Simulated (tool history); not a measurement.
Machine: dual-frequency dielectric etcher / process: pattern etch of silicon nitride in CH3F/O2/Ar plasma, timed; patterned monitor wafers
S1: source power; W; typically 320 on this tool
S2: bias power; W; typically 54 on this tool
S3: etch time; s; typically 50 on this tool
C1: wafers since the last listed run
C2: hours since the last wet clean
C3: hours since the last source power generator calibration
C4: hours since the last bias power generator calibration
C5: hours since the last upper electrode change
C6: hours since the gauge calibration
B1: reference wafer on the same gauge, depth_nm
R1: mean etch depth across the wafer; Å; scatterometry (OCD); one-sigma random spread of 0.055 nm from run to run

| run | day | S1 | S2 | S3 | C1 | C2 | C3 | C4 | C5 | C6 | B1 | R1 |
|---|---|---|---|---|---|---|---|---|---|---|---|---|
| 1 | 0 | 320 | 54 | 50 | 0 | 413.6 | 2569.5 | 1219 | 4439.4 | 459 | 35 | 314.5 |
|  | 0.629 | wet clean of the chamber |
| 2 | 1.225 | 320 | 54 | 50 | 145 | 14.3 | 2598.9 | 1248.4 | 4468.8 | 488.4 | 35 | 311.2 |
| 3 | 1.946 | 320 | 54 | 50 | 176 | 31.6 | 2616.2 | 1265.7 | 4486.1 | 505.7 | 35.01 | 312.5 |
| 4 | 2.875 | 320 | 54 | 50 | 228 | 53.9 | 2638.5 | 1288 | 4508.4 | 528 | 35 | 312.4 |
|  | 3.608 | gauge calibrated |
| 5 | 4.354 | 320 | 49 | 50 | 363 | 89.4 | 2674 | 1323.5 | 4543.9 | 17.9 | 35 | 301.8 |
| 6 | 5.712 | 320 | 49 | 50 | 333 | 122 | 2706.6 | 1356.1 | 4576.5 | 50.5 | 35 | 301.2 |
| 7 | 6.875 | 320 | 54 | 50 | 285 | 149.9 | 2734.5 | 1384 | 4604.4 | 78.4 | 35 | 314.3 |
| 8 | 7.812 | 320 | 54 | 50 | 230 | 172.4 | 2757 | 1406.5 | 4626.9 | 100.9 | 35.01 | 314.4 |
| 9 | 10.333 | 320 | 54 | 50 | 618 | 232.9 | 2817.5 | 1467 | 4687.4 | 161.4 | 35.01 | 314 |
| 10 | 11.775 | 320 | 54 | 50 | 353 | 267.5 | 2852.1 | 1501.6 | 4722 | 196 | 35.01 | 314.3 |
| 11 | 12.567 | 320 | 54 | 50 | 194 | 286.5 | 2871.1 | 1520.6 | 4741 | 215 | 35 | 315.9 |
| 12 | 13.846 | 320 | 54 | 50 | 314 | 317.2 | 2901.8 | 1551.3 | 4771.7 | 245.7 | 35 | 315.2 |
|  | 14.833 | source power generator calibrated |
| 13 | 17.325 | 320 | 54 | 50 | 813 | 400.7 | 59.8 | 1634.8 | 4855.2 | 329.2 | 35 | 317.4 |
| 14 | 17.938 | 320 | 54 | 50 | 150 | 415.4 | 74.5 | 1649.5 | 4869.9 | 343.9 | 35 | 315.8 |
|  | 19.896 | wet clean of the chamber |
|  | 20.529 | upper electrode replaced |
| 15 | 20.55 | 250 | 63 | 55.5 | 240 | 15.7 | 137.2 | 1712.2 | 0.5 | 406.6 | 34.99 | 350.3 |
| 16 | 20.562 | 380 | 54 | 50 | 3 | 16 | 137.5 | 1712.5 | 0.8 | 406.9 | 35.02 | 330.9 |
| 17 | 21.404 | 370 | 44 | 43 | 206 | 36.2 | 157.7 | 1732.7 | 21 | 427.1 | 35 | 259.9 |
|  | 22.471 | bias power generator calibrated |
| 18 | 22.492 | 390 | 54 | 50 | 226 | 62.3 | 183.8 | 0.5 | 47.1 | 453.2 | 35 | 325.6 |
|  | 22.704 | gauge calibrated |
| 19 | 23.617 | 320 | 63 | 56.5 | 276 | 89.3 | 210.8 | 27.5 | 74.1 | 21.9 | 35 | 369.8 |
| 20 | 24.279 | 400 | 54 | 50 | 162 | 105.2 | 226.7 | 43.4 | 90 | 37.8 | 35 | 326.6 |
| 21 | 24.862 | 320 | 48 | 35 | 143 | 119.2 | 240.7 | 57.4 | 104 | 51.8 | 35 | 206.5 |
| 22 | 25.571 | 390 | 54 | 50 | 173 | 136.2 | 257.7 | 74.4 | 121 | 68.8 | 34.99 | 325.3 |
| 23 | 26.342 | 290 | 58 | 40 | 189 | 154.7 | 276.2 | 92.9 | 139.5 | 87.3 | 34.99 | 247.2 |
| 24 | 29.725 | 320 | 54 | 50 | 830 | 235.9 | 357.4 | 174.1 | 220.7 | 168.5 | 35 | 308.3 |
| 25 | 30.688 | 260 | 48 | 59.5 | 236 | 259 | 380.5 | 197.2 | 243.8 | 191.6 | 35 | 333.2 |
| 26 | 31.242 | 240 | 50 | 50 | 136 | 272.3 | 393.8 | 210.5 | 257.1 | 204.9 | 34.99 | 279.9 |
| 27 | 32.254 | 320 | 54 | 50 | 248 | 296.6 | 418.1 | 234.8 | 281.4 | 229.2 | 34.99 | 309.4 |
| 28 | 33.158 | 290 | 65 | 61 | 221 | 318.3 | 439.8 | 256.5 | 303.1 | 250.9 | 34.99 | 396.3 |

For each entry between runs, how does the tool's hidden state at the last listed run before it compare with that at the first listed run after it?
In the gap between runs 1 and 2: wet clean of the chamber (day 0.629)
  etch rate over this chamber's usual, %: 0.771 -> -0.000387; bias power that arrives over what is set, %: 3.51 -> 3.64
  measured result minus the result with no hidden state, R1: +6.6 -> +4.3 Å
In the gap between runs 4 and 5: gauge calibrated (day 3.608)
  etch rate over this chamber's usual, %: 0.0645 -> 0.123; bias power that arrives over what is set, %: 3.81 -> 3.98
  measured result minus the result with no hidden state, R1: +4.7 -> +4.8 Å
In the gap between runs 12 and 13: source power generator calibrated (day 14.833)
  etch rate over this chamber's usual, %: 0.496 -> 0.633; bias power that arrives over what is set, %: 5.12 -> 5.59
  measured result minus the result with no hidden state, R1: +7.6 -> +8.6 Å
In the gap between runs 14 and 15: wet clean of the chamber (day 19.896); upper electrode replaced (day 20.529)
  etch rate over this chamber's usual, %: 0.657 -> 0.022; bias power that arrives over what is set, %: 5.67 -> 6.04
  measured result minus the result with no hidden state, R1: +8.7 -> +8.4 Å
In the gap between runs 17 and 18: bias power generator calibrated (day 22.471)
  etch rate over this chamber's usual, %: 0.0556 -> 0.0984; bias power that arrives over what is set, %: 6.16 -> 0.113
  measured result minus the result with no hidden state, R1: +5.7 -> +0.5 Å
In the gap between runs 18 and 19: gauge calibrated (day 22.704)
  etch rate over this chamber's usual, %: 0.0984 -> 0.143; bias power that arrives over what is set, %: 0.113 -> 0.114
  measured result minus the result with no hidden state, R1: +0.5 -> +0.7 Å

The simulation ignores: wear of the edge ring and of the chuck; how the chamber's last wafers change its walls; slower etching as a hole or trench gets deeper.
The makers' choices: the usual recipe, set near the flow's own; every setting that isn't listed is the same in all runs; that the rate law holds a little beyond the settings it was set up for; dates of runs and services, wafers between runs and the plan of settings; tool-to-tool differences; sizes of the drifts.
